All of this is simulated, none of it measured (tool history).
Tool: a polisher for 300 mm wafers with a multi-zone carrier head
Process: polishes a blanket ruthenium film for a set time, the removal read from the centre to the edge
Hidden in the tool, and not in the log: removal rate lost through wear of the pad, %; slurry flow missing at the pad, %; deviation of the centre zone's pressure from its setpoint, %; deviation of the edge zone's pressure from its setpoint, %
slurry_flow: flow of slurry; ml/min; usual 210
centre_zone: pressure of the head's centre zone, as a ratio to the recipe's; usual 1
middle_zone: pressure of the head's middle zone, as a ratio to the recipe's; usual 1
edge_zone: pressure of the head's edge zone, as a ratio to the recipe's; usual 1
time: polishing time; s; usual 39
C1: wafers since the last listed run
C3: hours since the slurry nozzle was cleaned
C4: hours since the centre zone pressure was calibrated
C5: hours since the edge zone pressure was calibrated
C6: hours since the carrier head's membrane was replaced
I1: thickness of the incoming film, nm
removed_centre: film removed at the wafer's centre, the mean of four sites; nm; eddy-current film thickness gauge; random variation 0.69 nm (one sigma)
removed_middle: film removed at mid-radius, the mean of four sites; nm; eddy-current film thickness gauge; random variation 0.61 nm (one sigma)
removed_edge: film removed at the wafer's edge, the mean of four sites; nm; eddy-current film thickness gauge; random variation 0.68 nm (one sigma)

Run 1, hour 0: usual settings but slurry_flow 260 ml/min; C1 0; wafers polished on this pad 2074; C3 768.2; C4 700.6; C5 432.7; C6 1112.3; I1 622.5. Result: removed_centre 51 nm, removed_middle 52.3 nm, removed_edge 52 nm.
At hour 44.3: edge zone pressure recalibrated.
Run 2, hour 52: usual settings; C1 521; wafers polished on this pad 2595; C3 820.2; C4 752.6; C5 7.7; C6 1164.3; I1 623.9. Result: removed_centre 49.4 nm, removed_middle 49.8 nm, removed_edge 50.8 nm.
At hour 96.3: worn pad replaced by a new one.
Run 3, hour 122.4: usual settings; C1 692; wafers polished on this pad 272; C3 890.6; C4 823; C5 78.1; C6 1234.7; I1 621.2. Result: removed_centre 49.5 nm, removed_middle 50.4 nm, removed_edge 51.3 nm.
At hour 138.2: slurry nozzle cleaned.
Run 4, hour 182.4: usual settings; C1 615; wafers polished on this pad 888; C3 44.2; C4 883; C5 138.1; C6 1294.7; I1 629.1. Result: removed_centre 48.8 nm, removed_middle 49.1 nm, removed_edge 51.3 nm.
Run 5, hour 209.4: usual settings but slurry_flow 190 ml/min; C1 281; wafers polished on this pad 1169; C3 71.2; C4 910; C5 165.1; C6 1321.7; I1 636. Result: removed_centre 48.8 nm, removed_middle 49.6 nm, removed_edge 51.1 nm.
Run 6, hour 254.6: usual settings but centre_zone 0.96, edge_zone 1.04; C1 471; wafers polished on this pad 1641; C3 116.4; C4 955.2; C5 210.3; C6 1366.9; I1 618.4. Result: removed_centre 47.8 nm, removed_middle 50.8 nm, removed_edge 52.4 nm.
Run 7, hour 280.4: usual settings but centre_zone 1.03, edge_zone 1.03, time 32 s; C1 269; wafers polished on this pad 1910; C3 142.2; C4 981; C5 236.1; C6 1392.7; I1 631.7. Result: removed_centre 42 nm, removed_middle 41.3 nm, removed_edge 43 nm.
Run 8, hour 345.4: usual settings but slurry_flow 235 ml/min, centre_zone 0.9; C1 678; wafers polished on this pad 2588; C3 207.2; C4 1046; C5 301.1; C6 1457.7; I1 638.8. Result: removed_centre 45.3 nm, removed_middle 50.8 nm, removed_edge 51.8 nm.
At hour 356: carrier head's membrane replaced by a new one.
Run 9, hour 389.8: usual settings but slurry_flow 275 ml/min, centre_zone 0.95; C1 411; wafers polished on this pad 2999; C3 251.6; C4 1090.4; C5 345.5; C6 33.8; I1 638.1. Result: removed_centre 48.5 nm, removed_middle 52.8 nm, removed_edge 52.8 nm.
Run 10, hour 430.5: usual settings; C1 424; wafers polished on this pad 3424; C3 292.3; C4 1131.1; C5 386.2; C6 74.5; I1 634.8. Result: removed_centre 49 nm, removed_middle 49 nm, removed_edge 50.7 nm.
At hour 489.8: worn pad replaced by a new one.
At hour 556.2: edge zone pressure recalibrated.
At hour 609.4: centre zone pressure recalibrated.
Run 11, hour 636.5: usual settings but slurry_flow 275 ml/min; C1 2065; wafers polished on this pad 1488; C3 498.3; C4 27.1; C5 80.3; C6 280.5; I1 636.4. Result: removed_centre 52.8 nm, removed_middle 53.1 nm, removed_edge 53.4 nm.
Run 12, hour 722.8: usual settings but centre_zone 0.9, time 29 s; C1 900; wafers polished on this pad 2388; C3 584.6; C4 113.4; C5 166.6; C6 366.8; I1 631.5. Result: removed_centre 33 nm, removed_middle 38 nm, removed_edge 37.4 nm.
Run 13, hour 752.2: usual settings; C1 306; wafers polished on this pad 2695; C3 614; C4 142.8; C5 196; C6 396.2; I1 626.6. Result: removed_centre 49.2 nm, removed_middle 49.5 nm, removed_edge 51.6 nm.
Run 14, hour 811.6: usual settings but slurry_flow 270 ml/min, time 49 s; C1 619; wafers polished on this pad 3315; C3 673.4; C4 202.2; C5 255.4; C6 455.6; I1 625.8. Result: removed_centre 64.2 nm, removed_middle 64.8 nm, removed_edge 65.2 nm.
At hour 824.4: worn pad replaced by a new one.
At hour 838.1: slurry nozzle cleaned.
Run 15, hour 873: usual settings but slurry_flow 255 ml/min, time 34 s; C1 588; wafers polished on this pad 496; C3 34.9; C4 263.6; C5 316.8; C6 517; I1 622.7. Result: removed_centre 44 nm, removed_middle 45 nm, removed_edge 46 nm.
Run 16, hour 941.4: usual settings but slurry_flow 275 ml/min; C1 713; wafers polished on this pad 1209; C3 103.3; C4 332; C5 385.2; C6 585.4; I1 629.3. Result: removed_centre 50.5 nm, removed_middle 52.9 nm, removed_edge 52.8 nm.
Run 17, hour 995.9: usual settings but middle_zone 0.94, time 50 s; C1 568; wafers polished on this pad 1778; C3 157.8; C4 386.5; C5 439.7; C6 639.9; I1 633.3. Result: removed_centre 63 nm, removed_middle 60.9 nm, removed_edge 65.9 nm.
Run 18, hour 1077: usual settings but slurry_flow 185 ml/min, centre_zone 1.08; C1 846; wafers polished on this pad 2624; C3 238.9; C4 467.6; C5 520.8; C6 721; I1 633.2. Result: removed_centre 53.9 nm, removed_middle 50.5 nm, removed_edge 50.8 nm.
At hour 1088: edge zone pressure recalibrated.
Run 19, hour 1123.8: usual settings but slurry_flow 285 ml/min, centre_zone 0.91, middle_zone 1.11; C1 467; wafers polished on this pad 3091; C3 285.7; C4 514.4; C5 35.8; C6 767.8; I1 617.8. Result: removed_centre 45.8 nm, removed_middle 56.2 nm, removed_edge 54 nm.
At hour 1153.8: worn pad replaced by a new one.
Run 20, hour 1194.6: usual settings but slurry_flow 150 ml/min; C1 696; wafers polished on this pad 426; C3 356.5; C4 585.2; C5 106.6; C6 838.6; I1 624.8. Result: removed_centre 45.7 nm, removed_middle 47.2 nm, removed_edge 49.4 nm.
Run 21, hour 1224.4: usual settings; C1 310; wafers polished on this pad 737; C3 386.3; C4 615; C5 136.4; C6 868.4; I1 625.9. Result: removed_centre 48.9 nm, removed_middle 50.3 nm, removed_edge 51.4 nm.

5 ways to go on from here, each from the tool as it stands after run 21. What would each give?
Run A, hour 1224.8: usual settings but edge_zone 1.04; C1 4; wafers polished on this pad 741; C3 386.7; C4 615.4; C5 136.8; C6 868.8; I1 635.2. Result: removed_centre ?, removed_middle ?, removed_edge ?.
Run B, hour 1224.8: usual settings but edge_zone 1.1; C1 4; wafers polished on this pad 741; C3 386.7; C4 615.4; C5 136.8; C6 868.8; I1 635.2. Result: removed_centre ?, removed_middle ?, removed_edge ?.
Run C, hour 1224.8: usual settings but slurry_flow 145 ml/min, centre_zone 1.07, middle_zone 0.92; C1 4; wafers polished on this pad 741; C3 386.7; C4 615.4; C5 136.8; C6 868.8; I1 635.2. Result: removed_centre ?, removed_middle ?, removed_edge ?.
Run D, hour 1224.8: usual settings but centre_zone 0.95; C1 4; wafers polished on this pad 741; C3 386.7; C4 615.4; C5 136.8; C6 868.8; I1 635.2. Result: removed_centre ?, removed_middle ?, removed_edge ?.
Run E, hour 1224.8: usual settings but slurry_flow 190 ml/min, centre_zone 1.08, middle_zone 1.06; C1 4; wafers polished on this pad 741; C3 386.7; C4 615.4; C5 136.8; C6 868.8; I1 635.2. Result: removed_centre ?, removed_middle ?, removed_edge ?.

run  removed_centre  removed_middle  removed_edge
  A            50.3            51.2          51.7
  B            50.3            51.2            53
  C            49.8            44.9          48.2
  D            47.8            51.3          50.7
  E            53.5            52.6          50.1
Without the tool's hidden state the same runs would have given:
run  removed_centre  removed_middle  removed_edge
  A            50.3            51.2          51.7
  B            50.3            51.2            53
  C            49.8            44.9          48.2
  D            47.8            51.3          50.7
  E            53.5            52.6          50.1
